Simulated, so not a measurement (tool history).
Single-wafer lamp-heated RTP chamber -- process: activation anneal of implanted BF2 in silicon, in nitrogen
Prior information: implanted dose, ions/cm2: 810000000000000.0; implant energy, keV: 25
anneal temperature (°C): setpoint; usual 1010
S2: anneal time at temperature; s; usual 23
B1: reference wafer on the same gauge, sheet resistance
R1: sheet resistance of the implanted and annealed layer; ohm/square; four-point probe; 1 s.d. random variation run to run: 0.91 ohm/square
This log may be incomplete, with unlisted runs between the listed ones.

{"run": 1, "day": 0.0, "anneal temperature (°C)": 1010, "S2": 23, "B1": 166.92, "R1": 180.04}
{"day": 0.938, "done": "reflector plate cleaned"}
{"run": 2, "day": 1.917, "anneal temperature (°C)": 1010, "S2": 23, "B1": 166.87, "R1": 185.19}
{"run": 3, "day": 3.217, "anneal temperature (°C)": 1010, "S2": 23, "B1": 167, "R1": 186.36}
{"run": 4, "day": 5.354, "anneal temperature (°C)": 1010, "S2": 27, "B1": 166.77, "R1": 181.22}
{"run": 5, "day": 7.012, "anneal temperature (°C)": 1010, "S2": 27, "B1": 166.89, "R1": 183.6}
{"day": 9.25, "done": "pyrometer window cleaned and pyrometer calibrated"}
{"run": 6, "day": 9.271, "anneal temperature (°C)": 1032, "S2": 19, "B1": 166.62, "R1": 175}
{"run": 7, "day": 10.808, "anneal temperature (°C)": 1032, "S2": 19, "B1": 167.22, "R1": 175.04}
{"run": 8, "day": 12.658, "anneal temperature (°C)": 1010, "S2": 14, "B1": 166.88, "R1": 188.75}
{"run": 9, "day": 15.321, "anneal temperature (°C)": 1010, "S2": 23, "B1": 166.87, "R1": 181.68}
{"run": 10, "day": 16.533, "anneal temperature (°C)": 1010, "S2": 23, "B1": 167.22, "R1": 181.79}
{"day": 23.925, "done": "reflector plate cleaned"}
{"day": 24.95, "done": "pyrometer window cleaned and pyrometer calibrated"}
{"run": 11, "day": 25.229, "anneal temperature (°C)": 1010, "S2": 23, "B1": 167.33, "R1": 187.22}
{"day": 25.3, "done": "gauge calibrated"}
{"run": 12, "day": 27.45, "anneal temperature (°C)": 1010, "S2": 23, "B1": 167.19, "R1": 185.62}
{"run": 13, "day": 28.829, "anneal temperature (°C)": 992, "S2": 13, "B1": 167.41, "R1": 208.56}
{"run": 14, "day": 30.758, "anneal temperature (°C)": 1010, "S2": 23, "B1": 166.73, "R1": 185.99}
{"run": 15, "day": 33.042, "anneal temperature (°C)": 991, "S2": 29, "B1": 166.75, "R1": 194.67}
{"run": 16, "day": 34.654, "anneal temperature (°C)": 1023, "S2": 23, "B1": 167.19, "R1": 177.01}
{"run": 17, "day": 37.617, "anneal temperature (°C)": 987, "S2": 27, "B1": 166.94, "R1": 196.9}
{"day": 39.071, "done": "pyrometer window cleaned and pyrometer calibrated"}
{"run": 18, "day": 39.092, "anneal temperature (°C)": 1010, "S2": 23, "B1": 167.25, "R1": 182.4}
{"run": 19, "day": 40.379, "anneal temperature (°C)": 1010, "S2": 23, "B1": 166.75, "R1": 182.64}
{"run": 20, "day": 42.633, "anneal temperature (°C)": 997, "S2": 16, "B1": 167.07, "R1": 195.59}
{"day": 45.654, "done": "reflector plate cleaned"}
{"run": 21, "day": 45.675, "anneal temperature (°C)": 993, "S2": 33, "B1": 167.1, "R1": 192.61}
{"run": 22, "day": 47.279, "anneal temperature (°C)": 992, "S2": 11, "B1": 167.04, "R1": 210.13}
{"run": 23, "day": 49.904, "anneal temperature (°C)": 992, "S2": 30, "B1": 166.87, "R1": 194.76}

Exercise: give the hidden state of the tool at every run:
true wafer temperature minus pyrometer reading, K: 0 at every run
gauge reads high (%): 0 at every run
H1: wafer temperature error from the tarnished reflector plate, K
run=1 H1=8.32
run=2 H1=1.97
run=3 H1=2.48
run=4 H1=3.3
run=5 H1=3.94
run=6 H1=4.81
run=7 H1=5.4
run=8 H1=6.12
run=9 H1=7.14
run=10 H1=7.61
run=11 H1=0.585
run=12 H1=1.44
run=13 H1=1.97
run=14 H1=2.72
run=15 H1=3.6
run=16 H1=4.22
run=17 H1=5.36
run=18 H1=5.93
run=19 H1=6.43
run=20 H1=7.3
run=21 H1=1.19
run=22 H1=1.81
run=23 H1=2.82

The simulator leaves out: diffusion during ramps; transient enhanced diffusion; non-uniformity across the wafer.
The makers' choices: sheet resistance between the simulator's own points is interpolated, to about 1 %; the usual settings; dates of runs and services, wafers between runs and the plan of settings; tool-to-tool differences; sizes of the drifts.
